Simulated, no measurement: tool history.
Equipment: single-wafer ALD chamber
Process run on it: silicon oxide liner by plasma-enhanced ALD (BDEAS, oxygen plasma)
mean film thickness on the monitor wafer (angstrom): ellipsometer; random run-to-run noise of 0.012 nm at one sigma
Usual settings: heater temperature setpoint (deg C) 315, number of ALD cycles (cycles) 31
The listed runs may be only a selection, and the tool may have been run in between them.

run   hour  heater temperature setpoint (deg C)  number of ALD cycles (cycles)  read-back reference wafer on the same gauge, thickness_nm  mean film thickness on the monitor wafer (angstrom)
  1    0.0                                  319                             31                                                      3.050                                                28.34
  2   19.5                                  319                             31                                                      3.047                                                27.94
  3   52.8                                  319                             31                                                      3.049                                                28.23
  4   70.7                                  315                             28                                                      3.049                                                25.48
  5  105.7                                  315                             28                                                      3.046                                                25.44
  6  126.6                                  315                             31                                                      3.049                                                28.29
  7  158.4                                  315                             31                                                      3.053                                                28.39
  8  180.1                                  315                             31                                                      3.049                                                28.46
  9  205.9                                  315                             31                                                      3.044                                                28.35
 10  225.1                                  315                             31                                                      3.048                                                28.25
     236.7  -- thermocouple changed; heater temperature recalibrated
 11  244.5                                  307                             28                                                      3.051                                                25.85
 12  271.0                                  304                             26                                                      3.048                                                24.11
     294.0  -- gauge calibrated
 13  297.6                                  311                             31                                                      3.043                                                28.59
 14  326.9                                  310                             34                                                      3.047                                                31.25
 15  343.1                                  330                             27                                                      3.046                                                23.98
 16  365.0                                  327                             31                                                      3.052                                                28.04
 17  392.9                                  315                             31                                                      3.053                                                28.28
 18  412.1                                  323                             28                                                      3.044                                                25.35

Hidden state, per run?
wafer temperature above the value expected at the setpoint (K): 0 in every run
gauge reads high (%): 0 in every run

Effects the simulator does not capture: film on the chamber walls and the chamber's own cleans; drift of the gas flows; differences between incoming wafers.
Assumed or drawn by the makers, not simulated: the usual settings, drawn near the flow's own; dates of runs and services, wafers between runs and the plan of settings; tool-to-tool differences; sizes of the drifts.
